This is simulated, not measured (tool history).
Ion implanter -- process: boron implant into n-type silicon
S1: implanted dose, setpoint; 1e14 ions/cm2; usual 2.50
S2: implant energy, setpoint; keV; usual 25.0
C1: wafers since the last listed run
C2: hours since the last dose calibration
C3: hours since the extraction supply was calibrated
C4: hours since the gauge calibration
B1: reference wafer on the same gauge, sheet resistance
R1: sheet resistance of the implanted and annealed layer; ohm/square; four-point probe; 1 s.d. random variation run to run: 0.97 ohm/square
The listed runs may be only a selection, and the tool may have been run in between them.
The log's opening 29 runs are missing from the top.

run,hour,S1,S2,C1,C2,C3,C4,B1,R1
30,2580.5,1.96,29.0,855,1137.8,374.9,1047.8,370.87,449.94
31,2673.4,2.26,25.0,1496,1230.7,467.8,1140.7,371.03,408.22
32,2937.6,2.50,25.0,4254,1494.9,732.0,1404.9,370.86,379.04
33,3021.4,2.50,25.0,1349,1578.7,815.8,1488.7,370.93,377.64
# hour 3042.4: Faraday cup replaced and dose calibrated
34,3060.6,2.73,21.0,502,18.2,855.0,1527.9,371.03,367.14
35,3127.3,2.05,30.5,1074,84.9,921.7,1594.6,371.30,436.80
36,3165.3,2.50,25.0,611,122.9,959.7,1632.6,370.92,384.35
37,3245.8,2.50,25.0,1296,203.4,1040.2,1713.1,371.26,386.02

Below are 4 alternative next runs, each starting from the tool's condition after run 37. Predict each:
A,3246.2,2.50,25.0,6,203.8,1040.6,1713.5,?,?
B,3246.2,1.75,30.0,6,203.8,1040.6,1713.5,?,?
C,3246.2,3.20,33.0,6,203.8,1040.6,1713.5,?,?
D,3246.2,2.73,16.5,6,203.8,1040.6,1713.5,?,?

run,B1,R1
A,371.15,385.98
B,371.15,495.52
C,371.15,309.78
D,371.15,376.40
Take away the tool's hidden state, keep each run's random variation, and the runs would have read:
run,R1
A,385.63
B,495.09
C,309.50
D,376.05
